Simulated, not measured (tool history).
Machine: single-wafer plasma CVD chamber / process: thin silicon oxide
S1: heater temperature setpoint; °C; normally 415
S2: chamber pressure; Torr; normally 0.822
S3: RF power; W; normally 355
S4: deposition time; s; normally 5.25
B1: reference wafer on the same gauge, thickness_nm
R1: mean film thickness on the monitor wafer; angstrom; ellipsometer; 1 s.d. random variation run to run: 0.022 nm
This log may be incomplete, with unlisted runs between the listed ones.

run,hour,S1,S2,S3,S4,B1,R1
1,0.0,415,0.871,355,5.25,12.293,125.17
2,9.1,415,0.822,355,5.25,12.309,120.67
3,16.3,415,0.822,355,5.25,12.298,120.26
4,24.2,415,0.822,355,5.25,12.295,120.89
5,32.0,415,0.822,355,5.25,12.312,120.89
6,47.7,415,0.822,355,5.25,12.309,120.87
7,54.3,415,0.822,355,5.25,12.297,121.06
8,60.9,415,0.822,355,5.25,12.307,120.96
9,68.1,415,0.822,355,5.25,12.291,120.87
# hour 109.4: RF generator calibrated
# hour 115.2: gauge calibrated
# hour 117.9: showerhead replaced
10,118.4,415,0.822,355,5.25,12.303,120.78
# hour 127.6: capacitance manometer re-zeroed and calibrated
11,128.1,429,0.822,355,5.25,12.301,112.44
12,133.6,415,0.715,355,6.11,12.306,120.11
13,142.3,408,0.878,355,4.97,12.296,112.21
14,151.4,415,0.822,355,5.25,12.304,113.68
15,165.8,415,0.874,355,5.25,12.296,117.71
16,173.3,415,0.822,355,5.56,12.306,120.21
17,184.2,415,0.822,355,5.25,12.305,113.54
18,193.2,415,0.896,390,5.25,12.292,123.37
19,210.6,415,0.631,395,4.94,12.304,92.63
# hour 224.6: thermocouple changed; heater temperature recalibrated
20,225.1,427,0.822,395,5.25,12.303,116.77
21,234.9,415,0.822,355,5.25,12.306,113.87
22,252.2,415,0.822,355,5.82,12.301,127.02
23,266.0,415,0.822,355,5.25,12.311,113.98
24,276.7,404,0.822,355,5.25,12.297,115.03
25,290.7,406,0.672,395,5.72,12.301,113.60
26,299.4,415,0.822,380,5.25,12.299,116.91
27,309.6,415,0.901,355,6.04,12.298,139.12
28,325.9,420,0.822,310,5.69,12.301,118.59
29,336.9,415,0.822,355,5.25,12.295,114.83
30,343.3,415,0.822,355,5.25,12.306,114.67

Pick out some run-to-run changes in R1. Of each, how much would a tool without hidden state show as well, from the settings, what came in and chance, and how much is left for the hidden state and any gauge scatter not in both results compared?
The tool's hidden condition here consists of: wafer temperature above the value expected at the setpoint (K); delivered RF power above the setpoint (%); true pressure above the setpoint (%); gauge reads high (%).
Run 1 -> 2: S2 0.871 -> 0.822. R1 -4.50 angstrom: hidden state -0.20, all else -4.30.
Run 10 -> 11: S1 415 -> 429, capacitance manometer re-zeroed and calibrated. R1 -8.34 angstrom: hidden state -7.36, all else -0.98.
Run 12 -> 13: S1 415 -> 408, S2 0.715 -> 0.878, S4 6.11 -> 4.97. R1 -7.90 angstrom: hidden state +0.28, all else -8.18.
Run 18 -> 19: S2 0.896 -> 0.631, S3 390 -> 395, S4 5.25 -> 4.94. R1 -30.74 angstrom: hidden state +0.15, all else -30.89.
Run 19 -> 20: S1 415 -> 427, S2 0.631 -> 0.822, S4 4.94 -> 5.25, thermocouple changed; heater temperature recalibrated. R1 +24.14 angstrom: hidden state +0.08, all else +24.06.
Run 26 -> 27: S2 0.822 -> 0.901, S3 380 -> 355, S4 5.25 -> 6.04. R1 +22.21 angstrom: hidden state +0.10, all else +22.11.

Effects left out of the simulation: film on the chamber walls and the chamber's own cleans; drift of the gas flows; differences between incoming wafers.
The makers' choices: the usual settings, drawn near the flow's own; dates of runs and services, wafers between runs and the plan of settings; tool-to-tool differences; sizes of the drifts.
